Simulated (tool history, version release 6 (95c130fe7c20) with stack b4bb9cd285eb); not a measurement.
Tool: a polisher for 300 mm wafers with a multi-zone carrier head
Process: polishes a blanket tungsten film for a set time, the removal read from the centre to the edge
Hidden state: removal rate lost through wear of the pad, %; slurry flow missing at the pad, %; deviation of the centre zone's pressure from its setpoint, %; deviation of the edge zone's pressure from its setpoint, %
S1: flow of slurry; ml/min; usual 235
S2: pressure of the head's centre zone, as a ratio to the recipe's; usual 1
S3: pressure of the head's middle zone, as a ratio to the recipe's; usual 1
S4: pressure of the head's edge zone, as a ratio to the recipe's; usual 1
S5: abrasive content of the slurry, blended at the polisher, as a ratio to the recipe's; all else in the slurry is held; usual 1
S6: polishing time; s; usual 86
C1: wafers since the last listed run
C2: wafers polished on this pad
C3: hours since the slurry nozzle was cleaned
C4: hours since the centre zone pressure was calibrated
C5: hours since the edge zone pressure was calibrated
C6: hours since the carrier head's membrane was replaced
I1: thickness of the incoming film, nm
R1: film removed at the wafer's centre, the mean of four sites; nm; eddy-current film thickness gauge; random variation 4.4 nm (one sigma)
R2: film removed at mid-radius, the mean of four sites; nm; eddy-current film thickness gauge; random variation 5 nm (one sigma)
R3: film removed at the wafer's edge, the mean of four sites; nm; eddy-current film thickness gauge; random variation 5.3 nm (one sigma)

{"run": 1, "hour": 0.0, "S1": 235, "S2": 1, "S3": 1, "S4": 1, "S5": 1, "S6": 86, "C1": 0, "C2": 869, "C3": 591.8, "C4": 846.7, "C5": 832.6, "C6": 1360.9, "I1": 1344.2, "R1": 456.4, "R2": 445.2, "R3": 450.8}
{"run": 2, "hour": 13.5, "S1": 235, "S2": 1, "S3": 1, "S4": 1, "S5": 1, "S6": 86, "C1": 152, "C2": 1021, "C3": 605.3, "C4": 860.2, "C5": 846.1, "C6": 1374.4, "I1": 1319.4, "R1": 453.3, "R2": 446.5, "R3": 446.9}
{"run": 3, "hour": 47.8, "S1": 235, "S2": 1, "S3": 1, "S4": 1, "S5": 1, "S6": 86, "C1": 386, "C2": 1408, "C3": 639.6, "C4": 894.5, "C5": 880.4, "C6": 1408.7, "I1": 1331.9, "R1": 442.7, "R2": 442.7, "R3": 437.4}
{"hour": 74.7, "done": "worn pad replaced by a new one"}
{"run": 4, "hour": 148.3, "S1": 235, "S2": 1, "S3": 1, "S4": 1, "S5": 1, "S6": 86, "C1": 1088, "C2": 830, "C3": 740.1, "C4": 995, "C5": 980.9, "C6": 1509.2, "I1": 1331.9, "R1": 452, "R2": 449.3, "R3": 457}
{"run": 5, "hour": 165.4, "S1": 235, "S2": 1, "S3": 1, "S4": 1, "S5": 1, "S6": 86, "C1": 192, "C2": 1023, "C3": 757.2, "C4": 1012.1, "C5": 998, "C6": 1526.3, "I1": 1321, "R1": 453.3, "R2": 443.7, "R3": 455.1}
{"run": 6, "hour": 194.9, "S1": 235, "S2": 1, "S3": 1, "S4": 1, "S5": 1, "S6": 86, "C1": 332, "C2": 1356, "C3": 786.7, "C4": 1041.6, "C5": 1027.5, "C6": 1555.8, "I1": 1321.9, "R1": 446.6, "R2": 441.2, "R3": 446.9}
{"hour": 207.0, "done": "slurry nozzle cleaned"}
{"hour": 215.6, "done": "carrier head's membrane replaced by a new one"}
{"run": 7, "hour": 216.1, "S1": 235, "S2": 1, "S3": 1, "S4": 1, "S5": 0.85, "S6": 86, "C1": 171, "C2": 1527, "C3": 9.1, "C4": 1062.8, "C5": 1048.7, "C6": 0.5, "I1": 1330.4, "R1": 418.3, "R2": 419.4, "R3": 420.2}
{"hour": 230.1, "done": "worn pad replaced by a new one"}
{"run": 8, "hour": 249.8, "S1": 300, "S2": 1, "S3": 1.08, "S4": 1, "S5": 1, "S6": 60, "C1": 335, "C2": 222, "C3": 42.8, "C4": 1096.5, "C5": 1082.4, "C6": 34.2, "I1": 1331.1, "R1": 326.4, "R2": 347.7, "R3": 324.8}
{"run": 9, "hour": 269.1, "S1": 265, "S2": 1, "S3": 1, "S4": 1.09, "S5": 1.2, "S6": 110, "C1": 217, "C2": 440, "C3": 62.1, "C4": 1115.8, "C5": 1101.7, "C6": 53.5, "I1": 1328.6, "R1": 615.5, "R2": 621.9, "R3": 636.8}
{"run": 10, "hour": 291.2, "S1": 235, "S2": 1, "S3": 1, "S4": 1, "S5": 1.1, "S6": 86, "C1": 249, "C2": 689, "C3": 84.2, "C4": 1137.9, "C5": 1123.8, "C6": 75.6, "I1": 1323.5, "R1": 477.8, "R2": 461.3, "R3": 466.7}
{"hour": 294.7, "done": "centre zone pressure recalibrated"}
{"run": 11, "hour": 326.3, "S1": 215, "S2": 1, "S3": 1, "S4": 1, "S5": 1.2, "S6": 68, "C1": 373, "C2": 1062, "C3": 119.3, "C4": 31.6, "C5": 1158.9, "C6": 110.7, "I1": 1296.2, "R1": 373.3, "R2": 373.3, "R3": 363.4}
{"run": 12, "hour": 355.2, "S1": 270, "S2": 1.08, "S3": 1, "S4": 0.91, "S5": 1, "S6": 75, "C1": 326, "C2": 1388, "C3": 148.2, "C4": 60.5, "C5": 1187.8, "C6": 139.6, "I1": 1343.1, "R1": 416.6, "R2": 393.5, "R3": 379.6}
{"hour": 385.5, "done": "worn pad replaced by a new one"}
{"run": 13, "hour": 389.8, "S1": 235, "S2": 0.94, "S3": 1, "S4": 1, "S5": 1, "S6": 86, "C1": 345, "C2": 48, "C3": 182.8, "C4": 95.1, "C5": 1222.4, "C6": 174.2, "I1": 1318.8, "R1": 443, "R2": 459.2, "R3": 456.6}
{"hour": 392.7, "done": "edge zone pressure recalibrated"}
{"run": 14, "hour": 425.3, "S1": 235, "S2": 1, "S3": 1, "S4": 1, "S5": 0.75, "S6": 86, "C1": 377, "C2": 426, "C3": 218.3, "C4": 130.6, "C5": 32.6, "C6": 209.7, "I1": 1335.5, "R1": 418.3, "R2": 409.8, "R3": 413.3}
{"run": 15, "hour": 454.9, "S1": 310, "S2": 1, "S3": 1, "S4": 1, "S5": 0.75, "S6": 61, "C1": 333, "C2": 760, "C3": 247.9, "C4": 160.2, "C5": 62.2, "C6": 239.3, "I1": 1309.1, "R1": 303.3, "R2": 292.9, "R3": 298.5}
{"run": 16, "hour": 485.1, "S1": 235, "S2": 0.94, "S3": 1, "S4": 1, "S5": 1, "S6": 86, "C1": 340, "C2": 1100, "C3": 278.1, "C4": 190.4, "C5": 92.4, "C6": 269.5, "I1": 1332.1, "R1": 440.6, "R2": 452.4, "R3": 448.2}
{"run": 17, "hour": 509.4, "S1": 235, "S2": 1, "S3": 1, "S4": 1, "S5": 1, "S6": 86, "C1": 274, "C2": 1374, "C3": 302.4, "C4": 214.7, "C5": 116.7, "C6": 293.8, "I1": 1332.4, "R1": 444.6, "R2": 441.3, "R3": 443.1}
{"hour": 530.1, "done": "worn pad replaced by a new one"}
{"run": 18, "hour": 537.9, "S1": 235, "S2": 1.09, "S3": 1, "S4": 1, "S5": 1.1, "S6": 86, "C1": 276, "C2": 88, "C3": 330.9, "C4": 243.2, "C5": 145.2, "C6": 322.3, "I1": 1331.1, "R1": 507.7, "R2": 462.8, "R3": 458.6}
{"run": 19, "hour": 552.1, "S1": 235, "S2": 0.9, "S3": 1, "S4": 1, "S5": 1, "S6": 86, "C1": 160, "C2": 248, "C3": 345.1, "C4": 257.4, "C5": 159.4, "C6": 336.5, "I1": 1313, "R1": 425.9, "R2": 461.5, "R3": 460}
{"run": 20, "hour": 570.7, "S1": 235, "S2": 0.91, "S3": 1, "S4": 1, "S5": 0.8, "S6": 86, "C1": 209, "C2": 458, "C3": 363.7, "C4": 276, "C5": 178, "C6": 355.1, "I1": 1312.9, "R1": 399.2, "R2": 425.2, "R3": 419.3}
{"run": 21, "hour": 605.2, "S1": 235, "S2": 0.89, "S3": 1, "S4": 0.93, "S5": 1, "S6": 86, "C1": 389, "C2": 847, "C3": 398.2, "C4": 310.5, "C5": 212.5, "C6": 389.6, "I1": 1299.8, "R1": 420.6, "R2": 446.1, "R3": 433.7}

4 ways to go on from here, each from the tool as it stands after run 21. What would each give?
{"run": "A", "hour": 605.6, "S1": 235, "S2": 1, "S3": 1, "S4": 1, "S5": 0.7, "S6": 86, "C1": 4, "C2": 851, "C3": 398.6, "C4": 310.9, "C5": 212.9, "C6": 390, "I1": 1319.8, "R1": "?", "R2": "?", "R3": "?"}
{"run": "B", "hour": 605.6, "S1": 235, "S2": 1, "S3": 1.05, "S4": 1, "S5": 1, "S6": 86, "C1": 4, "C2": 851, "C3": 398.6, "C4": 310.9, "C5": 212.9, "C6": 390, "I1": 1319.8, "R1": "?", "R2": "?", "R3": "?"}
{"run": "C", "hour": 605.6, "S1": 235, "S2": 1.1, "S3": 0.91, "S4": 0.89, "S5": 1, "S6": 86, "C1": 4, "C2": 851, "C3": 398.6, "C4": 310.9, "C5": 212.9, "C6": 390, "I1": 1319.8, "R1": "?", "R2": "?", "R3": "?"}
{"run": "D", "hour": 605.6, "S1": 235, "S2": 1, "S3": 1.09, "S4": 0.9, "S5": 1, "S6": 100, "C1": 4, "C2": 851, "C3": 398.6, "C4": 310.9, "C5": 212.9, "C6": 390, "I1": 1319.8, "R1": "?", "R2": "?", "R3": "?"}

run=A R1=399.6 R2=399.1 R3=409.1
run=B R1=447.7 R2=465.8 R3=457.9
run=C R1=474.9 R2=412.9 R3=434.3
run=D R1=520.7 R2=559.3 R3=506.4
Without the tool's hidden state the same runs would have given:
run=A R1=406 R2=405.5 R3=415.7
run=B R1=454.9 R2=473.3 R3=465.3
run=C R1=482.5 R2=419.6 R3=441.3
run=D R1=529.1 R2=568.3 R3=514.6
